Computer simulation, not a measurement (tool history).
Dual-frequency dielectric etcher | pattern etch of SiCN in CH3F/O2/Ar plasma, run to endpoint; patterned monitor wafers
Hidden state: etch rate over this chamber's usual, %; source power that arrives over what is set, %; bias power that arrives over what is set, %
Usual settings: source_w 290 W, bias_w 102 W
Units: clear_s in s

run   hour  source_w  bias_w  wafers since the last listed run  hours since the last wet clean  hours since the last source power generator calibration  hours since the last bias power generator calibration  hours since the last upper electrode change  incoming incoming film thickness, nm  clear_s
  1      0       290     102                                 0                           176.6                                                   2568.4                                                 2723.8                                       2758.9                                  6.74     16.4
  2   19.1       290     102                               287                           195.7                                                   2587.5                                                 2742.9                                         2778                                  6.67       16
  3   35.7       290     102                               249                           212.3                                                   2604.1                                                 2759.5                                       2794.6                                  6.69     16.1
  4   69.6       290      85                               510                           246.2                                                     2638                                                 2793.4                                       2828.5                                  6.71     17.3
  5   87.4       290      85                               268                             264                                                   2655.8                                                 2811.2                                       2846.3                                  6.76     17.6
  6  121.7       290      85                               516                           298.3                                                   2690.1                                                 2845.5                                       2880.6                                  6.72     17.3
  7  149.5       290     102                               418                           326.1                                                   2717.9                                                 2873.3                                       2908.4                                  6.71     16.2
  8  163.3       290     102                               207                           339.9                                                   2731.7                                                 2887.1                                       2922.2                                  6.67       16
  9  179.7       290     102                               246                           356.3                                                   2748.1                                                 2903.5                                       2938.6                                  6.64       16
 10  199.2       290     102                               293                           375.8                                                   2767.6                                                   2923                                       2958.1                                  6.72     16.1
 11  211.7       290     111                               188                           388.3                                                   2780.1                                                 2935.5                                       2970.6                                  6.72     15.6
 12  232.7       290     111                               316                           409.3                                                   2801.1                                                 2956.5                                       2991.6                                  6.74     15.6
 13  265.4       250      92                               492                             442                                                   2833.8                                                 2989.2                                       3024.3                                  6.65     16.9
 14  282.4       260      88                               256                             459                                                   2850.8                                                 3006.2                                       3041.3                                   6.7     17.3
     305.6  -- source power generator calibrated
     336.7  -- upper electrode replaced
     351.3  -- wet clean of the chamber
 15  351.8       310     102                               402                             0.5                                                     46.2                                                 3075.6                                         15.1                                  6.71     16.2
 16  352.2       230      81                                 6                             0.9                                                     46.6                                                   3076                                         15.5                                   6.7     18.7
 17  352.5       290     102                                 4                             1.2                                                     46.9                                                 3076.3                                         15.8                                  6.65     16.4
 18  383.1       290     102                               460                            31.8                                                     77.5                                                 3106.9                                         46.4                                  6.72     16.3
       404  -- bias power generator calibrated
 19  414.2       290     102                               408                            62.9                                                    108.6                                                   10.2                                         77.5                                  6.71     16.5
 20  436.3       290     102                               332                              85                                                    130.7                                                   32.3                                         99.6                                  6.63     16.2
 21  464.7       260     102                               427                           113.4                                                    159.1                                                   60.7                                          128                                  6.69     16.4
 22  496.4       330     114                               477                           145.1                                                    190.8                                                   92.4                                        159.7                                  6.73     15.1
 23  530.1       340      79                               507                           178.8                                                    224.5                                                  126.1                                        193.4                                   6.7     17.1
 24  544.6       330     102                               218                           193.3                                                      239                                                  140.6                                        207.9                                  6.72     15.6
 25  561.3       290     113                               251                             210                                                    255.7                                                  157.3                                        224.6                                  6.82     15.7

Forecast each of these 4 alternatives for the next run:
  A  561.7       290      76                                 6                           210.4                                                    256.1                                                  157.7                                          225                                  6.79        ?
  B  561.7       220      91                                 6                           210.4                                                    256.1                                                  157.7                                          225                                  6.79        ?
  C  561.7       230     113                                 6                           210.4                                                    256.1                                                  157.7                                          225                                  6.79        ?
  D  561.7       320     126                                 6                           210.4                                                    256.1                                                  157.7                                          225                                  6.79        ?

run  clear_s
  A       18
  B       18
  C     16.4
  D     14.5
Without the tool's hidden state the same runs would have given:
run  clear_s
  A     18.5
  B     18.5
  C     16.8
  D     14.9
